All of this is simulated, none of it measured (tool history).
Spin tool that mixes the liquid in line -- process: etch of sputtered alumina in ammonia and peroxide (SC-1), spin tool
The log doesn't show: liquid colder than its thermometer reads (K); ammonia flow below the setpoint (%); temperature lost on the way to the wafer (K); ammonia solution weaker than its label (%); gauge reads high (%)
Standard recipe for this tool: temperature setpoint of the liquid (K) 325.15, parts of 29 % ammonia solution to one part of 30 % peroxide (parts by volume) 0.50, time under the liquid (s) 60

run	hour	temperature setpoint of the liquid (K)	parts of 29 % ammonia solution to one part of 30 % peroxide (parts by volume)	time under the liquid (s)	wafers since the last listed run	hours since the thermometer was replaced	hours since the ammonia flow meter was replaced	hours since the heated supply line was repaired	hours since the drum of ammonia solution was connected	hours since the gauge calibration	read-back film thickness of the sputtered alumina reference wafer, read on the same gauge (nm)	thickness taken off the sputtered alumina on a monitor wafer (Å)
1	0.0	325.15	0.35	60	0	1078.6	185.1	3172.1	501.9	2500.6	120.050	40.87
2	49.5	325.15	0.50	60	659	1128.1	234.6	3221.6	551.4	2550.1	119.989	42.09
# hour 68.2: new drum of ammonia solution connected
3	116.1	325.15	0.50	60	874	1194.7	301.2	3288.2	47.9	2616.7	120.002	41.41
# hour 117.2: thermometer replaced
# hour 164.1: heated supply line repaired
4	164.6	325.15	0.50	70	619	47.4	349.7	0.5	96.4	2665.2	120.019	53.73
# hour 210.2: gauge calibrated
5	213.6	325.15	0.50	60	653	96.4	398.7	49.5	145.4	3.4	120.067	46.04
6	267.5	317.15	0.65	50	718	150.3	452.6	103.4	199.3	57.3	120.005	25.20
7	329.1	325.15	0.50	25	821	211.9	514.2	165.0	260.9	118.9	119.996	19.26
8	367.0	325.15	0.50	60	505	249.8	552.1	202.9	298.8	156.8	120.003	46.16
9	429.8	329.65	0.35	45	837	312.6	614.9	265.7	361.6	219.6	119.964	41.10
10	557.6	325.15	0.60	85	1703	440.4	742.7	393.5	489.4	347.4	119.991	65.14
11	627.3	325.15	0.50	60	929	510.1	812.4	463.2	559.1	417.1	120.002	45.72
# hour 671.5: new drum of ammonia solution connected
12	680.4	334.65	0.50	90	694	563.2	865.5	516.3	8.9	470.2	119.988	112.66
13	741.3	325.15	0.50	80	811	624.1	926.4	577.2	69.8	531.1	120.009	60.61
14	787.2	325.15	0.50	60	611	670.0	972.3	623.1	115.7	577.0	119.997	44.09
15	843.0	322.15	0.60	50	743	725.8	1028.1	678.9	171.5	632.8	120.015	32.04
16	870.8	325.15	0.50	60	370	753.6	1055.9	706.7	199.3	660.6	119.989	44.44
17	897.5	325.15	0.25	80	355	780.3	1082.6	733.4	226.0	687.3	120.022	55.37
18	934.5	321.15	0.50	60	493	817.3	1119.6	770.4	263.0	724.3	119.960	35.18
19	959.2	332.15	0.40	60	329	842.0	1144.3	795.1	287.7	749.0	119.971	63.13
20	1025.9	321.15	0.40	30	889	908.7	1211.0	861.8	354.4	815.7	120.034	17.36
21	1079.1	325.15	0.50	30	709	961.9	1264.2	915.0	407.6	868.9	120.019	21.93
22	1115.6	325.15	0.50	60	486	998.4	1300.7	951.5	444.1	905.4	119.978	43.49
23	1155.9	325.15	0.40	85	537	1038.7	1341.0	991.8	484.4	945.7	120.005	60.29

Below, some changes in thickness taken off the sputtered alumina on a monitor wafer (Å) between adjacent runs. For each, the amount present without the hidden state too (settings, incoming material, random variation) and the amount remaining for the hidden state with gauge scatter not shared by both compared results:
Run 3 -> 4: time under the liquid (s) 60 -> 70, thermometer replaced, heated supply line repaired. thickness taken off the sputtered alumina on a monitor wafer (Å) +12.32: hidden state +4.62, all else +7.70.
Run 11 -> 12: temperature setpoint of the liquid (K) 325.15 -> 334.65, time under the liquid (s) 60 -> 90, new drum of ammonia solution connected. thickness taken off the sputtered alumina on a monitor wafer (Å) +66.94: hidden state -3.05, all else +69.99.
Run 12 -> 13: temperature setpoint of the liquid (K) 334.65 -> 325.15, time under the liquid (s) 90 -> 80. thickness taken off the sputtered alumina on a monitor wafer (Å) -52.05: hidden state +1.96, all else -54.01.
